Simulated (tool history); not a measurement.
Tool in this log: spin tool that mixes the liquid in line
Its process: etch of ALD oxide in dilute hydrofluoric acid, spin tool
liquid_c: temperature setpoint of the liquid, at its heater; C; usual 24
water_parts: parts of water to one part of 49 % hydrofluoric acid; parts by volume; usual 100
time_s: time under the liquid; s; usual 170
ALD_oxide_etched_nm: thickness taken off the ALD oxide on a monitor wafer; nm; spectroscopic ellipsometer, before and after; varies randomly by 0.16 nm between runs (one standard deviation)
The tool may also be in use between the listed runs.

| run | hour | liquid_c | water_parts | time_s | read-back film thickness of the ALD oxide reference wafer, read on the same gauge (nm) | ALD_oxide_etched_nm |
|---|---|---|---|---|---|---|
| 1 | 0 | 24 | 100 | 170 | 29.99 | 19.8 |
| 2 | 102.1 | 24 | 100 | 170 | 30.01 | 19.67 |
|  | 141 | thermometer replaced |
| 3 | 157.8 | 24 | 100 | 170 | 30 | 19.78 |
| 4 | 237.1 | 24 | 100 | 170 | 29.97 | 19.6 |
| 5 | 340.3 | 24 | 100 | 170 | 30.01 | 19.71 |
|  | 341.8 | hydrofluoric acid flow meter replaced |
| 6 | 444.9 | 24 | 85 | 170 | 30.02 | 23.12 |
| 7 | 481.7 | 24 | 85 | 170 | 30 | 23.12 |
| 8 | 535.9 | 24 | 100 | 115 | 30 | 13.35 |
| 9 | 599 | 24 | 100 | 115 | 29.99 | 13.22 |
| 10 | 648 | 24 | 100 | 115 | 30 | 13.29 |
| 11 | 745.7 | 24 | 100 | 170 | 29.99 | 19.75 |
|  | 770.8 | hydrofluoric acid flow meter replaced |
|  | 826.2 | thermometer replaced |
| 12 | 831 | 24 | 100 | 170 | 30.02 | 19.64 |
| 13 | 919.7 | 21 | 65 | 85 | 30 | 13.86 |
| 14 | 1012.5 | 24 | 100 | 170 | 29.98 | 19.52 |
| 15 | 1052 | 24 | 140 | 170 | 29.97 | 13.18 |
| 16 | 1136.5 | 24 | 100 | 240 | 30 | 27.82 |
|  | 1212.8 | hydrofluoric acid flow meter replaced |
| 17 | 1220.2 | 24 | 100 | 170 | 30.01 | 19.6 |
| 18 | 1293.3 | 24 | 60 | 170 | 29.98 | 34.32 |
|  | 1305.3 | gauge calibrated |
| 19 | 1380.6 | 26.5 | 80 | 200 | 30 | 32.9 |
| 20 | 1426.9 | 28 | 100 | 170 | 30.02 | 23.16 |
| 21 | 1484.1 | 24 | 100 | 170 | 30.01 | 19.78 |
|  | 1506.9 | thermometer replaced |
| 22 | 1582.5 | 21.5 | 75 | 265 | 30.04 | 38.54 |
|  | 1603.7 | hydrofluoric acid flow meter replaced |
| 23 | 1661.9 | 22.5 | 75 | 240 | 30 | 36.09 |

Alternative continuations, all from the tool just after run 23; predict every row:
| A | 1662.4 | 25.5 | 100 | 170 | ? | ? |
| B | 1662.4 | 22.5 | 135 | 210 | ? | ? |
| C | 1662.4 | 25.5 | 100 | 245 | ? | ? |
| D | 1662.4 | 25.5 | 125 | 115 | ? | ? |
| E | 1662.4 | 24 | 100 | 80 | ? | ? |

| run | read-back film thickness of the ALD oxide reference wafer, read on the same gauge (nm) | ALD_oxide_etched_nm |
|---|---|---|
| A | 30 | 20.8 |
| B | 30 | 16.23 |
| C | 30 | 29.98 |
| D | 30 | 10.91 |
| E | 30 | 9.23 |
What these runs would have given with no unlogged condition in the tool:
| run | ALD_oxide_etched_nm |
|---|---|
| A | 20.8 |
| B | 16.23 |
| C | 29.98 |
| D | 10.91 |
| E | 9.23 |
